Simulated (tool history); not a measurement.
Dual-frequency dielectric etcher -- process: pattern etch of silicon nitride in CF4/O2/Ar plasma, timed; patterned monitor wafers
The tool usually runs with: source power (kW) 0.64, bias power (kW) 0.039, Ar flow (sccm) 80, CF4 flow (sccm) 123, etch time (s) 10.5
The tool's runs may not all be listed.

run	hour	source power (kW)	bias power (kW)	Ar flow (sccm)	CF4 flow (sccm)	etch time (s)	wafers since the last listed run	hours since the last wet clean	hours since the last source power generator calibration	hours since the last bias power generator calibration	hours since the last Ar flow controller change	hours since the last CF4 flow controller change	hours since the last upper electrode change	hours since the gauge calibration	read-back reference wafer on the same gauge, depth_nm	mean etch depth across the wafer (Å)
1	0	0.64	0.039	88	123	10.5	0	0.5	3830.1	4186.3	1.9	2329.5	125.1	68.6	21.21	245.1
2	13.4	0.64	0.039	80	123	10.5	258	13.9	3843.5	4199.7	15.3	2342.9	138.5	82	21.2	247
# hour 17.8: bias power generator calibrated
3	25.5	0.64	0.039	80	104	13	156	26	3855.6	7.7	27.4	2355	150.6	94.1	21.21	300.8
4	36.2	0.7	0.039	80	108	10.5	206	36.7	3866.3	18.4	38.1	2365.7	161.3	104.8	21.2	267.1
# hour 43.7: source power generator calibrated
# hour 50.2: CF4 flow controller replaced
5	50.7	0.64	0.039	71	111	10.5	86	51.2	7	32.9	52.6	0.5	175.8	119.3	21.2	247.4
6	51	0.74	0.039	80	123	9	5	51.5	7.3	33.2	52.9	0.8	176.1	119.6	21.2	244.4
7	64.9	0.52	0.03	80	113	10.5	268	65.4	21.2	47.1	66.8	14.7	190	133.5	21.16	187.5
8	71	0.8	0.039	80	99	11.5	117	71.5	27.3	53.2	72.9	20.8	196.1	139.6	21.21	329.5
9	86.9	0.72	0.039	80	123	12.5	307	87.4	43.2	69.1	88.8	36.7	212	155.5	21.21	332.5
10	99.1	0.72	0.031	80	123	13	235	99.6	55.4	81.3	101	48.9	224.2	167.7	21.18	323.1
11	107.3	0.71	0.043	80	149	10.5	158	107.8	63.6	89.5	109.2	57.1	232.4	175.9	21.16	285.2
12	114.2	0.64	0.042	62	123	10.5	133	114.7	70.5	96.4	116.1	64	239.3	182.8	21.21	264.2
13	121.8	0.55	0.039	87	123	10.5	146	122.3	78.1	104	123.7	71.6	246.9	190.4	21.17	213.8
14	128.2	0.64	0.035	96	113	10.5	123	128.7	84.5	110.4	130.1	78	253.3	196.8	21.21	233
15	144.4	0.6	0.039	68	123	12	313	144.9	100.7	126.6	146.3	94.2	269.5	213	21.23	277
16	159.9	0.64	0.039	99	123	10.5	299	160.4	116.2	142.1	161.8	109.7	285	228.5	21.22	239.6
17	173.2	0.64	0.039	80	141	10.5	257	173.7	129.5	155.4	175.1	123	298.3	241.8	21.21	251.3
18	182.5	0.64	0.043	80	123	10.5	179	183	138.8	164.7	184.4	132.3	307.6	251.1	21.19	252.2
19	193.9	0.79	0.033	80	147	10.5	220	194.4	150.2	176.1	195.8	143.7	319	262.5	21.21	292.6
20	205.8	0.64	0.039	80	123	10.5	229	206.3	162.1	188	207.7	155.6	330.9	274.4	21.2	247.2

Branching from run 20: 5 alternative next runs. What would each branch give?
A	206.2	0.64	0.039	80	96	10.5	7	206.7	162.5	188.4	208.1	156	331.3	274.8	?	?
B	206.2	0.64	0.034	66	153	8.5	7	206.7	162.5	188.4	208.1	156	331.3	274.8	?	?
C	206.2	0.54	0.039	80	145	13	7	206.7	162.5	188.4	208.1	156	331.3	274.8	?	?
D	206.2	0.51	0.049	68	134	10.5	7	206.7	162.5	188.4	208.1	156	331.3	274.8	?	?
E	206.2	0.64	0.03	80	114	10.5	7	206.7	162.5	188.4	208.1	156	331.3	274.8	?	?

run	read-back reference wafer on the same gauge, depth_nm	mean etch depth across the wafer (Å)
A	21.18	240.7
B	21.18	203.7
C	21.18	264.7
D	21.18	219.5
E	21.18	229.4
Had the tool no hidden state, the same runs would have come out as:
run	mean etch depth across the wafer (Å)
A	240.7
B	203.7
C	264.7
D	219.5
E	229.4
